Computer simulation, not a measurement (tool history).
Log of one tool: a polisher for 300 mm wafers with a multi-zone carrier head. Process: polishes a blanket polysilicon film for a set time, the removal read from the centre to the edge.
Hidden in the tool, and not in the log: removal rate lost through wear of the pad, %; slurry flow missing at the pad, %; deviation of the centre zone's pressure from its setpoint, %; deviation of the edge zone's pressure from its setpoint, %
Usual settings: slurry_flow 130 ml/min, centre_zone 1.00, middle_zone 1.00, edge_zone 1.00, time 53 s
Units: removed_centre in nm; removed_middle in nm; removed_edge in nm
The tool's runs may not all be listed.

run	hour	slurry_flow	centre_zone	middle_zone	edge_zone	time	wafers since the last listed run	wafers polished on this pad	hours since the slurry nozzle was cleaned	hours since the centre zone pressure was calibrated	hours since the edge zone pressure was calibrated	hours since the carrier head's membrane was replaced	incoming thickness of the incoming film, nm	removed_centre	removed_middle	removed_edge
1	0.0	130	1.00	1.00	1.00	53	0	968	293.9	803.6	0.5	1394.9	1703.9	472.7	493.2	495.3
# hour 9.3: centre zone pressure recalibrated
2	10.1	130	1.00	0.94	1.00	53	81	1049	304.0	0.8	10.6	1405.0	1689.0	466.9	455.5	492.4
# hour 17.0: worn pad replaced by a new one
3	18.9	155	1.00	1.04	1.00	53	48	18	312.8	9.6	19.4	1413.8	1665.8	533.0	575.7	547.4
4	33.2	155	1.00	1.04	1.00	53	143	162	327.1	23.9	33.7	1428.1	1697.2	532.6	550.5	539.6
5	42.9	130	0.94	1.00	1.00	53	97	260	336.8	33.6	43.4	1437.8	1671.5	465.3	520.7	512.3
# hour 51.9: slurry nozzle cleaned
6	52.4	130	0.94	1.00	1.00	53	85	345	0.5	43.1	52.9	1447.3	1679.7	518.4	548.9	553.4
7	61.4	130	1.00	1.00	1.00	58	90	436	9.5	52.1	61.9	1456.3	1701.2	585.0	602.2	580.4
8	70.0	130	1.00	1.00	1.00	58	86	522	18.1	60.7	70.5	1464.9	1668.5	588.6	590.7	582.2
# hour 79.0: carrier head's membrane replaced by a new one
9	83.5	130	1.00	1.00	1.00	60	85	608	31.6	74.2	84.0	4.5	1710.5	594.1	604.7	600.3
10	95.6	130	0.89	1.00	1.04	53	121	729	43.7	86.3	96.1	16.6	1698.6	471.4	518.6	532.6
11	103.5	130	0.95	1.00	1.00	53	79	809	51.6	94.2	104.0	24.5	1699.5	487.0	515.0	518.4
12	109.5	130	1.00	1.00	1.00	53	60	869	57.6	100.2	110.0	30.5	1676.2	507.1	516.7	517.1
13	118.4	130	1.00	1.00	1.00	53	89	958	66.5	109.1	118.9	39.4	1717.9	504.3	514.5	505.0
# hour 126.5: worn pad replaced by a new one
14	131.2	175	0.89	1.00	0.97	53	88	46	79.3	121.9	131.7	52.2	1684.8	513.5	595.6	566.2
15	137.7	115	1.03	1.00	1.00	70	65	112	85.8	128.4	138.2	58.7	1667.1	702.8	693.0	709.9
16	144.5	130	1.00	1.00	1.00	53	68	180	92.6	135.2	145.0	65.5	1672.3	532.7	552.5	546.8
17	156.8	130	1.00	1.00	1.00	53	123	304	104.9	147.5	157.3	77.8	1687.3	517.5	539.6	534.1
18	170.3	130	1.08	1.00	1.00	58	135	440	118.4	161.0	170.8	91.3	1726.4	608.9	569.2	586.6
19	176.6	130	1.00	0.96	1.00	53	63	503	124.7	167.3	177.1	97.6	1693.3	509.5	508.4	519.1
20	184.6	130	1.00	1.00	1.00	53	80	583	132.7	175.3	185.1	105.6	1699.0	510.0	510.5	510.7
21	198.6	130	0.95	1.09	0.88	58	140	724	146.7	189.3	199.1	119.6	1714.4	519.1	599.2	519.4
22	211.9	110	1.00	0.91	0.96	53	133	858	160.0	202.6	212.4	132.9	1673.7	463.9	446.5	470.5

4 ways to go on from here, each from the tool as it stands after run 22. What would each give?
A	212.3	130	1.00	1.00	1.00	53	4	862	160.4	203.0	212.8	133.3	1701.2	?	?	?
B	212.3	100	1.00	1.00	1.00	53	4	862	160.4	203.0	212.8	133.3	1701.2	?	?	?
C	212.3	155	1.05	1.00	1.00	53	4	862	160.4	203.0	212.8	133.3	1701.2	?	?	?
D	212.3	150	1.00	1.07	1.05	41	4	862	160.4	203.0	212.8	133.3	1701.2	?	?	?

run	removed_centre	removed_middle	removed_edge
A	493.5	499.1	502.7
B	451.1	462.2	477.9
C	544.7	521.0	517.8
D	397.9	423.7	406.2
Without the tool's hidden state the same runs would have given:
run	removed_centre	removed_middle	removed_edge
A	578.5	579.3	571.5
B	540.2	545.7	548.3
C	631.1	598.8	585.3
D	462.0	487.8	459.6
